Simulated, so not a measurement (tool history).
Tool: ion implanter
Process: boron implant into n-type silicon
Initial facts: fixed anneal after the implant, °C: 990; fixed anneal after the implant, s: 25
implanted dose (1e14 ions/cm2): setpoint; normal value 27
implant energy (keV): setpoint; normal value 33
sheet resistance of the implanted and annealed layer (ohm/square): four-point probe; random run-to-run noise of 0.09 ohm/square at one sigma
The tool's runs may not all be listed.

run,hour,implanted dose (1e14 ions/cm2),implant energy (keV),"read-back reference wafer on the same gauge, sheet resistance",sheet resistance of the implanted and annealed layer (ohm/square)
1,0,29.26,39.5,52.39,55.18
2,64.6,32.06,33,52.38,55.55
3,93.5,32.06,33,52.4,55.3
4,124.4,27,33,52.41,59.98
5,167.1,27,33,52.39,60.16
6,223.9,24.9,33,52.4,62.91
7,273.1,27,39.5,52.4,57.84
8,326.2,24.74,33,52.4,63.1
9,371.9,24.74,33,52.4,63.11
10,397.1,27,33,52.41,60.23
11,421.5,27,33,52.4,60.25
12,565.3,27,33,52.39,60.39
13,680,27,28,52.41,63.16
14,731,27,28,52.41,62.92
15,767.2,27,28,52.41,63.14
16,798.9,29.79,33,52.42,57.44
17,847.3,29.79,33,52.38,57.38
18,887.8,27,33,52.39,60.33
19,950.8,34.89,43,52.42,49.61
# hour 970.2: gauge calibrated
20,990,27,25.5,52.4,65.09
21,1018.7,34.89,43,52.38,49.77
22,1057,27,33,52.39,60.39
23,1104.2,32.02,33,52.4,55.68
24,1143.8,23.85,39,52.4,62.99

Run 25 has not been measured yet. What should we expect?
25,1204,27,33,?,?

Run 25 produced read-back reference wafer on the same gauge, sheet resistance 52.39, sheet resistance of the implanted and annealed layer (ohm/square) 60.52.
Had the tool carried no hidden state, the very same run would have given sheet resistance of the implanted and annealed layer (ohm/square) 59.76.

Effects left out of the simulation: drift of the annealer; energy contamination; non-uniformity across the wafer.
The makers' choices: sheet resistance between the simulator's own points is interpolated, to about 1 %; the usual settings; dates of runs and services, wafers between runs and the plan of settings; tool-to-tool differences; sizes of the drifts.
